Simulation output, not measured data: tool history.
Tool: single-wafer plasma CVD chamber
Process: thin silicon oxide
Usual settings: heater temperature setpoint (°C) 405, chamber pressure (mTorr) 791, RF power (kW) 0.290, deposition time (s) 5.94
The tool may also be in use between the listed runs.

run	day	heater temperature setpoint (°C)	chamber pressure (mTorr)	RF power (kW)	deposition time (s)	wafers since the last listed run	hours since the last thermocouple change	hours since the last RF generator calibration	hours since the last manometer calibration	hours since the showerhead was replaced	hours since the gauge calibration	read-back reference wafer on the same gauge, thickness_nm	mean film thickness on the monitor wafer (nm)
1	0.000	405	791	0.290	5.94	0	659.4	1404.0	2366.1	3362.4	127.3	8.490	10.601
2	0.371	405	791	0.290	5.94	180	668.3	1412.9	2375.0	3371.3	136.2	8.486	10.580
3	1.058	405	791	0.290	5.94	335	684.8	1429.4	2391.5	3387.8	152.7	8.483	10.563
4	1.625	405	791	0.290	5.94	276	698.4	1443.0	2405.1	3401.4	166.3	8.493	10.619
5	1.975	413	791	0.290	5.94	170	706.8	1451.4	2413.5	3409.8	174.7	8.485	10.514
6	2.712	405	791	0.290	5.94	359	724.5	1469.1	2431.2	3427.5	192.4	8.485	10.652
7	3.412	405	791	0.290	5.94	341	741.3	1485.9	2448.0	3444.3	209.2	8.495	10.594
# day 3.883: RF generator calibrated
8	3.904	405	791	0.290	5.94	77	753.1	0.5	2459.8	3456.1	221.0	8.494	10.595
9	4.104	405	791	0.290	5.94	97	757.9	5.3	2464.6	3460.9	225.8	8.491	10.596
10	4.575	405	791	0.290	5.94	229	769.2	16.6	2475.9	3472.2	237.1	8.484	10.583
11	5.083	405	791	0.290	5.94	247	781.4	28.8	2488.1	3484.4	249.3	8.500	10.650
12	5.783	405	791	0.290	5.94	341	798.2	45.6	2504.9	3501.2	266.1	8.489	10.660
13	6.450	405	791	0.260	5.94	324	814.2	61.6	2520.9	3517.2	282.1	8.489	10.196
14	6.958	398	937	0.255	5.62	247	826.4	73.8	2533.1	3529.4	294.3	8.498	11.037
15	7.362	405	791	0.290	5.94	196	836.1	83.5	2542.8	3539.1	304.0	8.498	10.628
16	7.908	405	733	0.290	5.94	265	849.2	96.6	2555.9	3552.2	317.1	8.494	9.918
17	8.192	413	732	0.265	6.95	138	856.0	103.4	2562.7	3559.0	323.9	8.492	11.210
# day 9.200: thermocouple changed; heater temperature recalibrated
18	9.221	405	791	0.235	5.94	339	0.5	128.1	2587.4	3583.7	348.6	8.491	9.915
19	9.233	405	791	0.320	5.54	6	0.8	128.4	2587.7	3584.0	348.9	8.494	10.243
20	9.558	410	683	0.275	6.89	158	8.6	136.2	2595.5	3591.8	356.7	8.492	10.542
# day 9.896: gauge calibrated
21	10.146	405	791	0.290	5.94	286	22.7	150.3	2609.6	3605.9	6.0	8.485	10.680
22	10.717	405	791	0.290	5.94	278	36.4	164.0	2623.3	3619.6	19.7	8.492	10.665
# day 11.529: capacitance manometer re-zeroed and calibrated
# day 11.817: showerhead replaced
23	11.838	409	899	0.240	6.80	243	63.3	190.9	7.4	0.5	46.6	8.489	11.805
24	11.912	405	602	0.270	5.94	36	65.1	192.7	9.2	2.3	48.4	8.490	7.200
25	12.467	405	697	0.330	5.94	270	78.4	206.0	22.5	15.6	61.7	8.487	9.101
26	14.158	413	732	0.290	5.94	824	119.0	246.6	63.1	56.2	102.3	8.490	9.100
27	14.867	414	791	0.290	6.81	345	136.0	263.6	80.1	73.2	119.3	8.484	11.348
28	15.504	405	791	0.255	6.93	310	151.3	278.9	95.4	88.5	134.6	8.498	11.067
29	15.879	418	902	0.265	5.45	182	160.3	287.9	104.4	97.5	143.6	8.483	9.805

Some steps in mean film thickness on the monitor wafer (nm) between neighbouring runs. How much of each would the tool show without its hidden state too (settings, what came in, random variation), and how much is left for the hidden state, with any gauge scatter that isn't in both results?
The hidden state here: wafer temperature above the value expected at the setpoint (K); delivered RF power above the setpoint (%); true pressure above the setpoint (%); gauge reads high (%).
Run 17 -> 18: heater temperature setpoint (°C) 413 -> 405, chamber pressure (mTorr) 732 -> 791, RF power (kW) 0.265 -> 0.235, deposition time (s) 6.95 -> 5.94, thermocouple changed; heater temperature recalibrated. mean film thickness on the monitor wafer (nm) -1.295: hidden state -0.174, all else -1.121.
Run 22 -> 23: heater temperature setpoint (°C) 405 -> 409, chamber pressure (mTorr) 791 -> 899, RF power (kW) 0.290 -> 0.240, deposition time (s) 5.94 -> 6.80, capacitance manometer re-zeroed and calibrated, showerhead replaced. mean film thickness on the monitor wafer (nm) +1.140: hidden state -0.781, all else +1.921.
Run 23 -> 24: heater temperature setpoint (°C) 409 -> 405, chamber pressure (mTorr) 899 -> 602, RF power (kW) 0.240 -> 0.270, deposition time (s) 6.80 -> 5.94. mean film thickness on the monitor wafer (nm) -4.605: hidden state -0.017, all else -4.588.
Run 26 -> 27: heater temperature setpoint (°C) 413 -> 414, chamber pressure (mTorr) 732 -> 791, deposition time (s) 5.94 -> 6.81. mean film thickness on the monitor wafer (nm) +2.248: hidden state +0.021, all else +2.227.
